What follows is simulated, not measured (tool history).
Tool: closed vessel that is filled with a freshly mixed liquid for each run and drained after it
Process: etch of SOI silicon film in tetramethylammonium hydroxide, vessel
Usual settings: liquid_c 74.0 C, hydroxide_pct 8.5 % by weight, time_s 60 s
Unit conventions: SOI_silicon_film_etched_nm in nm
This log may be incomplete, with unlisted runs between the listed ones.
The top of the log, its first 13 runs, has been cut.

| run | hour | liquid_c | hydroxide_pct | time_s | read-back film thickness of the SOI silicon film reference wafer, read on the same gauge (nm) | SOI_silicon_film_etched_nm |
|---|---|---|---|---|---|---|
| 14 | 589.5 | 78.0 | 7.5 | 60 | 70.00 | 845.85 |
|  | 593.5 | thermometer replaced |
| 15 | 623.3 | 74.0 | 7.0 | 60 | 70.04 | 665.65 |
|  | 631.1 | hydroxide flow meter replaced |
| 16 | 649.3 | 74.0 | 9.5 | 40 | 70.01 | 388.44 |
| 17 | 714.5 | 70.0 | 8.5 | 50 | 69.98 | 403.68 |
| 18 | 783.3 | 69.5 | 8.5 | 60 | 70.01 | 471.85 |
| 19 | 808.3 | 74.0 | 8.5 | 75 | 69.98 | 769.51 |
| 20 | 850.5 | 74.0 | 8.5 | 60 | 69.99 | 617.08 |
| 21 | 907.1 | 68.5 | 7.5 | 45 | 70.00 | 350.05 |
| 22 | 960.8 | 77.5 | 10.0 | 40 | 70.00 | 478.87 |
| 23 | 1025.8 | 74.0 | 7.0 | 60 | 70.01 | 662.05 |
| 24 | 1057.7 | 70.0 | 6.5 | 30 | 70.01 | 266.58 |
|  | 1075.9 | gauge calibrated |
| 25 | 1126.8 | 74.0 | 8.5 | 60 | 70.00 | 627.91 |
| 26 | 1152.7 | 76.0 | 8.5 | 60 | 70.01 | 704.04 |
| 27 | 1218.0 | 70.5 | 9.0 | 35 | 70.01 | 294.72 |
| 28 | 1248.9 | 68.5 | 10.0 | 60 | 70.01 | 435.52 |
| 29 | 1306.9 | 74.0 | 8.5 | 60 | 69.99 | 634.71 |
|  | 1408.6 | hydroxide flow meter replaced |
| 30 | 1521.8 | 68.0 | 10.0 | 75 | 70.01 | 513.95 |
| 31 | 1563.6 | 80.5 | 10.5 | 85 | 70.00 | 1176.60 |
| 32 | 1600.5 | 69.0 | 7.0 | 35 | 70.00 | 283.94 |

5 ways to go on from here, each from the tool as it stands after run 32. What would each give?
| A | 1601.2 | 74.0 | 8.5 | 60 | ? | ? |
| B | 1601.2 | 66.0 | 10.5 | 60 | ? | ? |
| C | 1601.2 | 81.0 | 8.5 | 95 | ? | ? |
| D | 1601.2 | 80.5 | 10.0 | 90 | ? | ? |
| E | 1601.2 | 74.0 | 7.0 | 80 | ? | ? |

| run | read-back film thickness of the SOI silicon film reference wafer, read on the same gauge (nm) | SOI_silicon_film_etched_nm |
|---|---|---|
| A | 70.02 | 619.96 |
| B | 70.02 | 359.04 |
| C | 70.02 | 1454.20 |
| D | 70.02 | 1264.40 |
| E | 70.02 | 873.37 |
What these runs would have given with no unlogged condition in the tool:
| run | SOI_silicon_film_etched_nm |
|---|---|
| A | 603.65 |
| B | 349.33 |
| C | 1416.74 |
| D | 1228.02 |
| E | 852.72 |
